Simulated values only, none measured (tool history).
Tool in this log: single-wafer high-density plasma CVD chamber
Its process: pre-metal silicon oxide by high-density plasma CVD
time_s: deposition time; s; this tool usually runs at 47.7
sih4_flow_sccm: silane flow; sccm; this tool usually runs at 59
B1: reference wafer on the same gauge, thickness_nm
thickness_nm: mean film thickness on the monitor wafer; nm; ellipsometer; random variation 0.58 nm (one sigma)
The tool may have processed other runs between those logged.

run 1 hour=0.0 | time_s=47.7 sih4_flow_sccm=59 | B1=319.969 | thickness_nm=292.616
run 2 hour=62.7 | time_s=47.7 sih4_flow_sccm=59 | B1=319.903 | thickness_nm=291.567
run 3 hour=244.5 | time_s=47.7 sih4_flow_sccm=59 | B1=320.244 | thickness_nm=292.457
run 4 hour=301.6 | time_s=47.7 sih4_flow_sccm=50 | B1=320.179 | thickness_nm=265.868
run 5 hour=338.0 | time_s=47.7 sih4_flow_sccm=50 | B1=319.909 | thickness_nm=266.905
-- hour=383.2 silane flow controller replaced
-- hour=398.4 gauge calibrated
run 6 hour=420.1 | time_s=40.9 sih4_flow_sccm=59 | B1=319.670 | thickness_nm=241.397
run 7 hour=478.6 | time_s=47.7 sih4_flow_sccm=59 | B1=320.131 | thickness_nm=282.679
run 8 hour=573.9 | time_s=44.3 sih4_flow_sccm=67 | B1=319.757 | thickness_nm=284.709
run 9 hour=796.5 | time_s=55.9 sih4_flow_sccm=48 | B1=319.939 | thickness_nm=293.367
run 10 hour=857.8 | time_s=47.7 sih4_flow_sccm=59 | B1=320.179 | thickness_nm=284.048
run 11 hour=963.7 | time_s=47.7 sih4_flow_sccm=54 | B1=319.904 | thickness_nm=269.207
run 12 hour=1037.0 | time_s=47.7 sih4_flow_sccm=59 | B1=320.065 | thickness_nm=284.034
run 13 hour=1124.0 | time_s=38.6 sih4_flow_sccm=53 | B1=320.092 | thickness_nm=215.128
run 14 hour=1192.9 | time_s=50.2 sih4_flow_sccm=63 | B1=319.907 | thickness_nm=310.901

What if the next run were any one of these 5? Each begins from the tool's condition after run 14:
run A hour=1193.3 | time_s=47.7 sih4_flow_sccm=59 | B1=? | thickness_nm=?
run B hour=1193.3 | time_s=47.7 sih4_flow_sccm=68 | B1=? | thickness_nm=?
run C hour=1193.3 | time_s=47.7 sih4_flow_sccm=64 | B1=? | thickness_nm=?
run D hour=1193.3 | time_s=50.9 sih4_flow_sccm=54 | B1=? | thickness_nm=?
run E hour=1193.3 | time_s=50.2 sih4_flow_sccm=50 | B1=? | thickness_nm=?

run=A B1=320.237 thickness_nm=284.018
run=B B1=320.237 thickness_nm=310.696
run=C B1=320.237 thickness_nm=298.839
run=D B1=320.237 thickness_nm=287.256
run=E B1=320.237 thickness_nm=270.827
What these runs would have given with no unlogged condition in the tool:
run=A thickness_nm=280.099
run=B thickness_nm=306.409
run=C thickness_nm=294.716
run=D thickness_nm=283.293
run=E thickness_nm=267.091
